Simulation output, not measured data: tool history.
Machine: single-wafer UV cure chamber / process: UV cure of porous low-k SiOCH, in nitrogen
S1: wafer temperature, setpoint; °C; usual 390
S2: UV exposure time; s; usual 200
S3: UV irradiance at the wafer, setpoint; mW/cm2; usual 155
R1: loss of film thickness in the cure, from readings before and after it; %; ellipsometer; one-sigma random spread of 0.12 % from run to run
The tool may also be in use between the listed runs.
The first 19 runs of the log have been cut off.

run 20 day=23.062 | S1=390 S2=200 S3=155 | R1=13.174
run 21 day=23.796 | S1=409 S2=135 S3=180 | R1=12.451
run 22 day=24.479 | S1=377 S2=270 S3=155 | R1=14.478
run 23 day=25.725 | S1=390 S2=290 S3=183 | R1=16
run 24 day=26.558 | S1=385 S2=160 S3=184 | R1=13.151
-- day=27.783 quartz window cleaned
run 25 day=27.804 | S1=390 S2=200 S3=190 | R1=14.228
run 26 day=28.317 | S1=390 S2=200 S3=155 | R1=13.22
run 27 day=29.304 | S1=390 S2=200 S3=124 | R1=12.2
run 28 day=32.7 | S1=371 S2=150 S3=167 | R1=11.907
run 29 day=33.792 | S1=398 S2=255 S3=176 | R1=14.902
run 30 day=35.225 | S1=375 S2=200 S3=174 | R1=13.254
run 31 day=36.488 | S1=379 S2=125 S3=117 | R1=9.483

Alternative continuations, all from the tool just after run 31; predict every row:
run A day=36.508 | S1=390 S2=200 S3=155 | R1=?
run B day=36.508 | S1=400 S2=200 S3=187 | R1=?
run C day=36.508 | S1=406 S2=305 S3=174 | R1=?

run=A R1=13.006
run=B R1=14.091
run=C R1=15.906
What these runs would have given with no unlogged condition in the tool:
run=A R1=13.228
run=B R1=14.317
run=C R1=16.136
